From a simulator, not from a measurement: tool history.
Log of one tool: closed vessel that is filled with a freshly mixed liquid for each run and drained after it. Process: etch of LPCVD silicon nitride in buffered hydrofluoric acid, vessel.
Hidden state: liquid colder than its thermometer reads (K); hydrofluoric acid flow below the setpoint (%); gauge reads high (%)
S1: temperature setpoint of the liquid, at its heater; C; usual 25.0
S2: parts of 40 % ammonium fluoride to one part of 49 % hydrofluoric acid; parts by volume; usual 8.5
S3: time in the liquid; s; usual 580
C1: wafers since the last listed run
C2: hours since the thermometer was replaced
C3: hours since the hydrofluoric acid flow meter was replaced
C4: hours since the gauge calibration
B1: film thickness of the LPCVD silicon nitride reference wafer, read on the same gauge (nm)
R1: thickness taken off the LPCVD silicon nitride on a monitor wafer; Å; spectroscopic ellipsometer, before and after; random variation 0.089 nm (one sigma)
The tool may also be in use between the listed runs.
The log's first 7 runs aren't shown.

Run 8, hour 560.1: usual settings but S1 23.5 C; C1 6882; C2 1181.7; C3 1879.6; C4 3420.2; B1 129.97. Result: R1 102.6 Å.
Run 9, hour 658.3: usual settings but S1 23.5 C; C1 9360; C2 1279.9; C3 1977.8; C4 3518.4; B1 130.00. Result: R1 103.8 Å.
Run 10, hour 710.9: usual settings but S1 23.5 C; C1 5013; C2 1332.5; C3 2030.4; C4 3571.0; B1 130.00. Result: R1 101.9 Å.
Run 11, hour 760.4: usual settings; C1 4718; C2 1382.0; C3 2079.9; C4 3620.5; B1 130.01. Result: R1 111.3 Å.
Run 12, hour 857.3: usual settings but S1 29.0 C, S2 12.0 parts by volume, S3 445 s; C1 9236; C2 1478.9; C3 2176.8; C4 3717.4; B1 129.97. Result: R1 78.1 Å.
At hour 884.9: thermometer replaced.
At hour 890.3: hydrofluoric acid flow meter replaced.
Run 13, hour 915.6: usual settings but S1 26.5 C, S2 5.0 parts by volume; C1 5366; C2 30.7; C3 25.3; C4 3775.7; B1 129.99. Result: R1 197.6 Å.
Run 14, hour 954.3: usual settings; C1 3688; C2 69.4; C3 64.0; C4 3814.4; B1 129.99. Result: R1 111.9 Å.
At hour 963.9: gauge calibrated.
Run 15, hour 993.3: usual settings but S1 27.5 C, S2 6.5 parts by volume, S3 245 s; C1 3717; C2 108.4; C3 103.0; C4 29.4; B1 130.04. Result: R1 70.0 Å.
Run 16, hour 1044.1: usual settings but S1 28.0 C, S2 10.5 parts by volume, S3 740 s; C1 4842; C2 159.2; C3 153.8; C4 80.2; B1 130.00. Result: R1 139.5 Å.
Run 17, hour 1101.7: usual settings but S3 330 s; C1 5490; C2 216.8; C3 211.4; C4 137.8; B1 130.04. Result: R1 62.6 Å.
Run 18, hour 1166.9: usual settings but S1 23.5 C, S2 12.0 parts by volume, S3 700 s; C1 6214; C2 282.0; C3 276.6; C4 203.0; B1 129.97. Result: R1 91.1 Å.
Run 19, hour 1212.9: usual settings but S1 23.5 C, S2 9.5 parts by volume, S3 710 s; C1 4384; C2 328.0; C3 322.6; C4 249.0; B1 129.99. Result: R1 114.2 Å.
Run 20, hour 1262.9: usual settings but S2 10.0 parts by volume; C1 4765; C2 378.0; C3 372.6; C4 299.0; B1 130.02. Result: R1 98.7 Å.
Run 21, hour 1436.1: usual settings but S1 26.5 C, S3 740 s; C1 16509; C2 551.2; C3 545.8; C4 472.2; B1 129.99. Result: R1 154.7 Å.
Run 22, hour 1600.9: usual settings but S2 9.5 parts by volume, S3 825 s; C1 15708; C2 716.0; C3 710.6; C4 637.0; B1 129.96. Result: R1 143.5 Å.
Run 23, hour 1678.1: usual settings but S3 265 s; C1 7358; C2 793.2; C3 787.8; C4 714.2; B1 130.04. Result: R1 50.7 Å.
Run 24, hour 1743.5: usual settings but S2 6.0 parts by volume; C1 6233; C2 858.6; C3 853.2; C4 779.6; B1 130.02. Result: R1 159.5 Å.
Run 25, hour 1828.6: usual settings but S3 730 s; C1 8111; C2 943.7; C3 938.3; C4 864.7; B1 129.96. Result: R1 141.1 Å.
Run 26, hour 1919.0: usual settings; C1 8616; C2 1034.1; C3 1028.7; C4 955.1; B1 129.99. Result: R1 109.7 Å.
Run 27, hour 2003.8: usual settings but S1 22.5 C, S2 10.5 parts by volume, S3 725 s; C1 8083; C2 1118.9; C3 1113.5; C4 1039.9; B1 130.05. Result: R1 100.1 Å.
At hour 2102.5: thermometer replaced.
Run 28, hour 2124.1: usual settings but S3 305 s; C1 11371; C2 21.6; C3 1233.8; C4 1160.2; B1 129.99. Result: R1 58.5 Å.
Run 29, hour 2185.3: usual settings; C1 5833; C2 82.8; C3 1295.0; C4 1221.4; B1 129.98. Result: R1 111.9 Å.
Run 30, hour 2254.5: usual settings; C1 6596; C2 152.0; C3 1364.2; C4 1290.6; B1 130.02. Result: R1 109.2 Å.
Run 31, hour 2342.2: usual settings but S3 695 s; C1 8359; C2 239.7; C3 1451.9; C4 1378.3; B1 130.01. Result: R1 131.1 Å.

5 ways to go on from here, each from the tool as it stands after run 31. What would each give?
Run A, hour 2343.0: usual settings; C1 76; C2 240.5; C3 1452.7; C4 1379.1; B1 ?. Result: R1 ?.
Run B, hour 2343.0: usual settings but S2 10.0 parts by volume, S3 670 s; C1 76; C2 240.5; C3 1452.7; C4 1379.1; B1 ?. Result: R1 ?.
Run C, hour 2343.0: usual settings but S2 10.5 parts by volume, S3 790 s; C1 76; C2 240.5; C3 1452.7; C4 1379.1; B1 ?. Result: R1 ?.
Run D, hour 2343.0: usual settings but S1 20.5 C, S2 11.0 parts by volume, S3 430 s; C1 76; C2 240.5; C3 1452.7; C4 1379.1; B1 ?. Result: R1 ?.
Run E, hour 2343.0: usual settings but S2 12.0 parts by volume, S3 325 s; C1 76; C2 240.5; C3 1452.7; C4 1379.1; B1 ?. Result: R1 ?.

run      B1     R1
  A  129.99  111.9
  B  129.99  113.7
  C  129.99  127.9
  D  129.99   51.9
  E  129.99   46.2
Without the tool's hidden state the same runs would have given:
run     R1
  A  111.9
  B  113.7
  C  127.9
  D   51.9
  E   46.2

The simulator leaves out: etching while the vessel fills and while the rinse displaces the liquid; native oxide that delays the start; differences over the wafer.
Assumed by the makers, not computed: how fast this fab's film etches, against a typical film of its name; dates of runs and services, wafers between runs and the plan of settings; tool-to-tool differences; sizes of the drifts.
